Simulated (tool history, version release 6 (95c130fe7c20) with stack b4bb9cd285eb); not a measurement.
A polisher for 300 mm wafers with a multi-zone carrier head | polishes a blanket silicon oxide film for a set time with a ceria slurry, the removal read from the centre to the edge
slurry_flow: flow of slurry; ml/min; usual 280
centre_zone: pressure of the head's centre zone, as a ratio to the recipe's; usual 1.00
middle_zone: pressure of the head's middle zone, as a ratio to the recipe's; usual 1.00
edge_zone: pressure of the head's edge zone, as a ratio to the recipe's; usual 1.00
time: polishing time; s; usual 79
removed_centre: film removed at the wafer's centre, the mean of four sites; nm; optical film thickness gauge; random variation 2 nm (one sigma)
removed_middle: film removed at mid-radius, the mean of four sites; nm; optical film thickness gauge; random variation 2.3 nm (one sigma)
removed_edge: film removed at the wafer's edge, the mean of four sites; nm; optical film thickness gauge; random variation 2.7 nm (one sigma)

run,hour,slurry_flow,centre_zone,middle_zone,edge_zone,time,"incoming thickness of the incoming film, nm",removed_centre,removed_middle,removed_edge
1,0.0,280,0.94,1.00,1.00,79,1179.7,244.4,265.3,258.0
# hour 39.3: edge zone pressure recalibrated
2,86.4,280,1.00,1.00,1.00,79,1176.2,262.3,263.6,256.4
# hour 142.0: worn pad replaced by a new one
3,177.5,280,1.00,1.00,1.00,79,1191.8,265.5,265.5,255.7
# hour 203.9: slurry nozzle cleaned
4,244.1,280,1.00,1.00,1.00,79,1196.2,258.9,264.2,254.6
5,342.8,280,1.00,1.00,1.00,79,1167.9,265.0,264.5,259.1
# hour 540.7: worn pad replaced by a new one
6,647.3,280,1.00,1.00,1.00,79,1192.8,265.5,266.2,258.8
# hour 678.3: carrier head's membrane replaced by a new one
# hour 797.0: edge zone pressure recalibrated
# hour 831.7: centre zone pressure recalibrated
7,880.4,280,1.00,1.00,1.00,79,1168.0,251.2,262.9,259.1
8,941.3,280,1.00,1.00,1.00,79,1193.8,254.9,267.8,256.5
# hour 955.5: worn pad replaced by a new one
9,1036.7,280,1.04,1.00,1.00,79,1194.5,272.6,268.9,253.5
# hour 1077.8: slurry nozzle cleaned
10,1134.2,280,1.04,1.00,1.00,79,1166.7,270.9,266.3,258.4
11,1197.1,215,1.00,1.00,1.00,79,1166.5,256.5,262.1,255.5
12,1256.4,280,1.00,1.00,1.00,79,1189.8,260.6,265.4,255.9
13,1351.6,280,1.08,1.00,1.00,79,1177.9,285.7,267.0,257.1
# hour 1380.1: carrier head's membrane replaced by a new one
# hour 1396.5: worn pad replaced by a new one
14,1397.3,280,1.00,0.89,0.88,79,1198.8,262.7,246.2,246.7
15,1449.5,280,1.00,1.00,1.00,79,1189.4,264.5,267.8,259.9
16,1491.8,280,1.06,0.89,0.90,79,1186.5,279.2,248.1,249.5
17,1532.5,255,1.00,1.00,1.00,71,1185.8,235.4,236.2,230.6
18,1622.4,205,1.11,1.06,0.94,79,1197.3,289.8,266.7,247.5
# hour 1658.7: edge zone pressure recalibrated
19,1707.2,280,1.06,1.07,1.00,79,1164.2,280.5,270.8,254.0
# hour 1754.9: centre zone pressure recalibrated
20,1769.4,200,1.00,1.00,1.00,104,1178.1,328.2,339.7,335.6
# hour 1826.3: worn pad replaced by a new one
21,1853.2,280,1.06,0.89,0.90,79,1190.9,266.8,249.5,252.7

Run 22 comes next. What will it give?
# hour 1883.4: slurry nozzle cleaned
22,1916.2,195,1.00,0.90,0.89,87,1181.6,?,?,?

Run 22 gave removed_centre 277.1 nm, removed_middle 271.6 nm, removed_edge 271.1 nm.
Without the tool's hidden state the same run would have given removed_centre 271.6 nm, removed_middle 271.6 nm, removed_edge 271.1 nm.

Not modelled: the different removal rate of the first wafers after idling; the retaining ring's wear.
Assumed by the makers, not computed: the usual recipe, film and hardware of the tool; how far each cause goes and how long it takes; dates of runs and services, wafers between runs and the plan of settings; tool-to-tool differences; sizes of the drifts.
